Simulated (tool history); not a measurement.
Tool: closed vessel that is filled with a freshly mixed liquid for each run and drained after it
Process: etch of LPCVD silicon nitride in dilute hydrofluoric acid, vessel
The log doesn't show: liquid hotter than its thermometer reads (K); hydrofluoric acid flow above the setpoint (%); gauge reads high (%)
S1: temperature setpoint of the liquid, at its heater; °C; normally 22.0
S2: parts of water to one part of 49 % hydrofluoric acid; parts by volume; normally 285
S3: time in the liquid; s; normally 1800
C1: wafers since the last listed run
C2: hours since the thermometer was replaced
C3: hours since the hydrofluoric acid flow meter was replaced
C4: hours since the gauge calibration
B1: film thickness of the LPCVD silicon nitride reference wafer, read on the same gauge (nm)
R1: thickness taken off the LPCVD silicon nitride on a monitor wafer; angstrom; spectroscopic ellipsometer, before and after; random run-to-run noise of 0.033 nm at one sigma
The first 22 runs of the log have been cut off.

Run 23, hour 983.2: usual settings but S3 2740 s; C1 2589; C2 653.9; C3 160.8; C4 50.6; B1 119.988. Result: R1 47.22 angstrom.
Run 24, hour 1043.4: usual settings; C1 3247; C2 714.1; C3 221.0; C4 110.8; B1 120.006. Result: R1 31.24 angstrom.
Run 25, hour 1101.3: usual settings; C1 3123; C2 772.0; C3 278.9; C4 168.7; B1 120.019. Result: R1 31.56 angstrom.
Run 26, hour 1126.2: usual settings but S1 18.5 °C, S2 155 parts by volume; C1 1343; C2 796.9; C3 303.8; C4 193.6; B1 119.996. Result: R1 47.20 angstrom.
Run 27, hour 1176.9: usual settings; C1 2734; C2 847.6; C3 354.5; C4 244.3; B1 119.984. Result: R1 31.18 angstrom.
Run 28, hour 1201.9: usual settings but S1 25.0 °C, S2 225 parts by volume; C1 1348; C2 872.6; C3 379.5; C4 269.3; B1 119.993. Result: R1 48.91 angstrom.
At hour 1206.2: hydrofluoric acid flow meter replaced.
Run 29, hour 1232.3: usual settings; C1 1585; C2 903.0; C3 26.1; C4 299.7; B1 120.016. Result: R1 32.44 angstrom.
Run 30, hour 1264.2: usual settings but S2 420 parts by volume, S3 2185 s; C1 1720; C2 934.9; C3 58.0; C4 331.6; B1 120.014. Result: R1 26.60 angstrom.
Run 31, hour 1311.9: usual settings but S1 18.5 °C, S2 155 parts by volume; C1 2572; C2 982.6; C3 105.7; C4 379.3; B1 120.007. Result: R1 46.94 angstrom.
At hour 1348.3: thermometer replaced.
Run 32, hour 1360.4: usual settings but S1 17.5 °C, S2 145 parts by volume; C1 2562; C2 12.1; C3 154.2; C4 427.8; B1 119.996. Result: R1 41.84 angstrom.
Run 33, hour 1454.2: usual settings but S1 20.0 °C, S2 355 parts by volume; C1 5059; C2 105.9; C3 248.0; C4 521.6; B1 119.980. Result: R1 20.78 angstrom.

Here are 3 independent what-if runs from the current tool condition. What would each one return?
Run A, hour 1455.4: usual settings; C1 64; C2 107.1; C3 249.2; C4 522.8; B1 ?. Result: R1 ?.
Run B, hour 1455.4: usual settings but S1 25.0 °C, S2 225 parts by volume, S3 2105 s; C1 64; C2 107.1; C3 249.2; C4 522.8; B1 ?. Result: R1 ?.
Run C, hour 1455.4: usual settings but S1 23.5 °C, S2 190 parts by volume, S3 2355 s; C1 64; C2 107.1; C3 249.2; C4 522.8; B1 ?. Result: R1 ?.

run       B1     R1
  A  120.035  28.89
  B  120.035  51.43
  C  120.035  61.95
Had the tool no hidden state, the same runs would have come out as:
run     R1
  A  28.18
  B  50.17
  C  60.39

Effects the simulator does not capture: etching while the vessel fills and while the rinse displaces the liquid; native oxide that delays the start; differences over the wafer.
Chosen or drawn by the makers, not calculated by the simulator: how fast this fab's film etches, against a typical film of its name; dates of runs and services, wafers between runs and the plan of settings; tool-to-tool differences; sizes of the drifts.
